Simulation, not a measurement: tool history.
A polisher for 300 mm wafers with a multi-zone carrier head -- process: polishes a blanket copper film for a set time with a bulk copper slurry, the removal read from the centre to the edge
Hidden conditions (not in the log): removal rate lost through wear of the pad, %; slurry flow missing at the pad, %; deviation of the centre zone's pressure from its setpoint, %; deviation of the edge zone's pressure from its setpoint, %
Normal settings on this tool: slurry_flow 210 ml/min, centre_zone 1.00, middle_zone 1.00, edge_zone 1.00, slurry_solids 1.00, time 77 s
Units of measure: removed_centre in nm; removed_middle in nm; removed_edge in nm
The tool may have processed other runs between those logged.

| run | hour | slurry_flow | centre_zone | middle_zone | edge_zone | slurry_solids | time | wafers since the last listed run | wafers polished on this pad | hours since the slurry nozzle was cleaned | hours since the centre zone pressure was calibrated | hours since the edge zone pressure was calibrated | hours since the carrier head's membrane was replaced | incoming thickness of the incoming film, nm | removed_centre | removed_middle | removed_edge |
|---|---|---|---|---|---|---|---|---|---|---|---|---|---|---|---|---|---|
| 1 | 0.0 | 165 | 1.00 | 1.00 | 1.05 | 1.00 | 77 | 0 | 855 | 203.8 | 10.8 | 831.1 | 515.7 | 4058.6 | 667.6 | 638.9 | 684.1 |
| 2 | 25.5 | 210 | 1.00 | 1.00 | 1.00 | 1.00 | 77 | 135 | 990 | 229.3 | 36.3 | 856.6 | 541.2 | 4044.0 | 682.7 | 664.3 | 672.0 |
| 3 | 81.4 | 210 | 1.00 | 1.00 | 1.00 | 1.00 | 77 | 297 | 1288 | 285.2 | 92.2 | 912.5 | 597.1 | 4029.5 | 667.6 | 654.0 | 669.1 |
|  | 106.2 | worn pad replaced by a new one |
| 4 | 125.6 | 240 | 1.00 | 1.00 | 1.00 | 1.20 | 77 | 213 | 103 | 329.4 | 136.4 | 956.7 | 641.3 | 4096.6 | 749.7 | 755.6 | 744.7 |
|  | 141.4 | slurry nozzle cleaned |
| 5 | 181.2 | 240 | 1.00 | 1.00 | 1.00 | 1.20 | 77 | 290 | 393 | 39.8 | 192.0 | 1012.3 | 696.9 | 3947.0 | 732.2 | 732.6 | 704.2 |
| 6 | 207.0 | 210 | 1.00 | 1.00 | 1.00 | 1.00 | 77 | 137 | 531 | 65.6 | 217.8 | 1038.1 | 722.7 | 4080.7 | 673.5 | 675.6 | 689.5 |
|  | 232.3 | edge zone pressure recalibrated |
| 7 | 259.1 | 210 | 1.00 | 1.00 | 1.00 | 1.20 | 84 | 266 | 797 | 117.7 | 269.9 | 26.8 | 774.8 | 4044.1 | 744.2 | 741.3 | 775.2 |
| 8 | 330.9 | 155 | 1.00 | 0.94 | 1.00 | 1.00 | 89 | 381 | 1179 | 189.5 | 341.7 | 98.6 | 846.6 | 3948.8 | 741.5 | 679.5 | 739.9 |
| 9 | 390.6 | 210 | 1.09 | 0.94 | 1.00 | 0.85 | 56 | 317 | 1497 | 249.2 | 401.4 | 158.3 | 906.3 | 4035.2 | 496.9 | 438.9 | 472.4 |
|  | 407.8 | carrier head's membrane replaced by a new one |
|  | 423.3 | worn pad replaced by a new one |
| 10 | 433.8 | 210 | 1.09 | 0.94 | 1.00 | 0.85 | 56 | 181 | 55 | 292.4 | 444.6 | 201.5 | 26.0 | 4058.1 | 550.5 | 473.2 | 511.0 |
|  | 450.4 | slurry nozzle cleaned |
| 11 | 458.8 | 210 | 1.11 | 1.00 | 1.00 | 1.00 | 58 | 127 | 183 | 8.4 | 469.6 | 226.5 | 51.0 | 3982.0 | 590.8 | 530.1 | 537.8 |
| 12 | 496.1 | 210 | 0.90 | 0.94 | 1.00 | 1.25 | 67 | 198 | 381 | 45.7 | 506.9 | 263.8 | 88.3 | 3983.5 | 556.4 | 583.4 | 632.2 |
| 13 | 532.4 | 210 | 0.92 | 1.00 | 1.00 | 1.00 | 77 | 193 | 574 | 82.0 | 543.2 | 300.1 | 124.6 | 4052.4 | 637.7 | 681.7 | 691.0 |
| 14 | 558.5 | 260 | 1.00 | 1.00 | 0.93 | 1.00 | 77 | 138 | 713 | 108.1 | 569.3 | 326.2 | 150.7 | 3954.9 | 690.1 | 684.1 | 680.1 |
| 15 | 613.3 | 180 | 0.89 | 0.96 | 1.00 | 0.75 | 77 | 291 | 1005 | 162.9 | 624.1 | 381.0 | 205.5 | 3980.3 | 540.6 | 594.5 | 624.4 |
| 16 | 680.6 | 210 | 1.00 | 1.00 | 1.00 | 1.00 | 77 | 358 | 1363 | 230.2 | 691.4 | 448.3 | 272.8 | 4097.6 | 661.5 | 666.6 | 683.7 |
|  | 726.7 | worn pad replaced by a new one |
| 17 | 736.7 | 155 | 1.00 | 1.00 | 1.00 | 1.00 | 77 | 277 | 52 | 286.3 | 747.5 | 504.4 | 328.9 | 4057.3 | 679.4 | 692.6 | 695.7 |
|  | 761.0 | slurry nozzle cleaned |
| 18 | 794.5 | 210 | 1.07 | 0.94 | 1.00 | 1.00 | 77 | 302 | 355 | 33.5 | 805.3 | 562.2 | 386.7 | 4014.0 | 735.0 | 648.3 | 706.5 |
| 19 | 846.8 | 210 | 0.96 | 1.00 | 1.00 | 1.30 | 77 | 278 | 633 | 85.8 | 857.6 | 614.5 | 439.0 | 4009.2 | 686.2 | 702.0 | 730.5 |
|  | 929.1 | centre zone pressure recalibrated |
| 20 | 945.1 | 210 | 1.06 | 1.10 | 1.06 | 1.30 | 77 | 512 | 1145 | 184.1 | 16.0 | 712.8 | 537.3 | 3961.9 | 760.1 | 784.9 | 744.9 |
| 21 | 988.8 | 210 | 1.00 | 1.00 | 1.00 | 1.00 | 77 | 232 | 1378 | 227.8 | 59.7 | 756.5 | 581.0 | 3991.9 | 656.4 | 681.3 | 674.4 |
|  | 1016.3 | worn pad replaced by a new one |
| 22 | 1032.8 | 210 | 1.00 | 1.00 | 1.00 | 1.00 | 77 | 212 | 87 | 271.8 | 103.7 | 800.5 | 625.0 | 3964.2 | 708.9 | 726.6 | 727.3 |

For each run, what was the tool's unlogged condition?
slurry flow missing at the pad, %: 0 across all the runs
deviation of the centre zone's pressure from its setpoint, %: 0 across all the runs
deviation of the edge zone's pressure from its setpoint, %: 0 across all the runs
H1: removal rate lost through wear of the pad, %
| run | H1 |
|---|---|
| 1 | 6.53 |
| 2 | 6.9 |
| 3 | 7.45 |
| 4 | 2.91 |
| 5 | 5.74 |
| 6 | 6.62 |
| 7 | 7.84 |
| 8 | 8.77 |
| 9 | 9.17 |
| 10 | 1.34 |
| 11 | 2.94 |
| 12 | 4.71 |
| 13 | 5.91 |
| 14 | 6.54 |
| 15 | 7.45 |
| 16 | 8.07 |
| 17 | 1.12 |
| 18 | 4.32 |
| 19 | 6.01 |
| 20 | 7.58 |
| 21 | 7.92 |
| 22 | 1.44 |
